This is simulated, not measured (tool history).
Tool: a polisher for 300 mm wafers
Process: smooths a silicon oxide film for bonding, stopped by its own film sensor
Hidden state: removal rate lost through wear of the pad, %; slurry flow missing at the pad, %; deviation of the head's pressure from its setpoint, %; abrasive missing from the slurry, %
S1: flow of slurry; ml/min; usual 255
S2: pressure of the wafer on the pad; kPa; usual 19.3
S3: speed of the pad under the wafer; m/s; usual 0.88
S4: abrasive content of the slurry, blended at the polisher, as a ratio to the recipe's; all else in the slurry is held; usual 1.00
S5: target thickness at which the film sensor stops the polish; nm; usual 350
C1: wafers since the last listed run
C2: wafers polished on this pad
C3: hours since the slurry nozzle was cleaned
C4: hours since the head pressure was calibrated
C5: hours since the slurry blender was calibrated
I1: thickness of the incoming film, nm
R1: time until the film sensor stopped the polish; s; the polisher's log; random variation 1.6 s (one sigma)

run,hour,S1,S2,S3,S4,S5,C1,C2,C3,C4,C5,I1,R1
1,0.0,255,23.4,0.88,1.00,350,0,419,270.8,805.4,211.7,419.4,71.4
# hour 6.8: slurry blender recalibrated
2,8.5,255,23.4,0.88,1.00,350,51,471,279.3,813.9,1.7,419.9,68.7
3,18.0,255,19.3,0.88,1.00,350,75,547,288.8,823.4,11.2,422.5,88.3
4,29.4,255,19.3,0.88,1.00,350,91,638,300.2,834.8,22.6,415.2,77.8
5,41.2,255,19.3,1.00,1.00,350,94,732,312.0,846.6,34.4,419.1,72.6
6,48.1,255,19.3,1.00,1.00,350,55,788,318.9,853.5,41.3,419.9,77.1
7,61.1,255,19.3,0.88,1.00,350,103,891,331.9,866.5,54.3,422.9,85.2
# hour 68.3: worn pad replaced by a new one
8,68.7,255,19.3,0.88,1.00,350,28,2,339.5,874.1,61.9,419.9,81.9
9,74.8,255,19.3,0.88,1.00,350,48,51,345.6,880.2,68.0,414.6,73.8
10,84.9,255,19.3,0.88,1.00,350,80,132,355.7,890.3,78.1,421.0,82.9
11,96.9,255,19.3,0.88,1.00,350,95,228,367.7,902.3,90.1,421.3,85.7
12,104.8,255,19.3,0.88,1.00,345,63,291,375.6,910.2,98.0,425.7,97.8
13,115.7,255,19.3,0.88,1.00,345,87,378,386.5,921.1,108.9,421.4,91.0
14,123.5,255,19.3,0.66,1.00,368,62,440,394.3,928.9,116.7,419.1,73.7
15,135.4,255,24.1,0.88,1.00,350,95,535,406.2,940.8,128.6,419.4,66.3
16,150.3,200,19.3,1.16,1.00,350,119,654,421.1,955.7,143.5,414.4,65.8
17,164.9,255,17.2,0.80,1.00,368,116,771,435.7,970.3,158.1,414.2,68.7
18,178.1,255,19.3,0.88,1.00,350,105,876,448.9,983.5,171.3,419.7,88.7
# hour 188.5: slurry nozzle cleaned
# hour 189.4: worn pad replaced by a new one
19,195.6,255,19.3,1.12,1.00,350,124,49,7.1,1001.0,188.8,418.0,73.6
20,209.8,255,19.3,1.00,1.00,350,113,163,21.3,1015.2,203.0,419.6,80.3
21,224.6,255,19.3,1.00,1.00,337,118,281,36.1,1030.0,217.8,424.6,107.9
22,231.0,255,14.5,1.14,0.90,350,51,332,42.5,1036.4,224.2,414.7,100.3
# hour 233.1: head pressure recalibrated
# hour 239.6: slurry blender recalibrated
23,244.7,255,19.3,0.88,1.00,350,77,410,56.2,11.6,5.1,415.7,77.3
24,262.4,255,19.3,0.88,1.00,327,141,551,73.9,29.3,22.8,424.7,116.9
25,275.4,255,24.1,0.88,1.15,350,103,655,86.9,42.3,35.8,418.7,62.3
26,293.0,255,19.3,0.88,0.90,350,140,796,104.5,59.9,53.4,418.5,86.7
27,303.9,255,22.1,0.88,1.00,350,87,883,115.4,70.8,64.3,414.2,67.4
28,310.1,255,21.4,0.88,1.00,332,49,932,121.6,77.0,70.5,425.3,98.0

3 ways to go on from here, each from the tool as it stands after run 28. What would each give?
A,310.6,255,19.3,0.88,1.00,339,3,936,122.1,77.5,71.0,412.4,?
B,310.6,195,19.3,1.02,1.00,373,3,936,122.1,77.5,71.0,412.4,?
C,310.6,255,19.3,1.06,1.15,331,3,936,122.1,77.5,71.0,412.4,?

run,R1
A,88.0
B,44.1
C,79.6
Without the tool's hidden state the same runs would have given:
run,R1
A,85.9
B,43.0
C,77.8
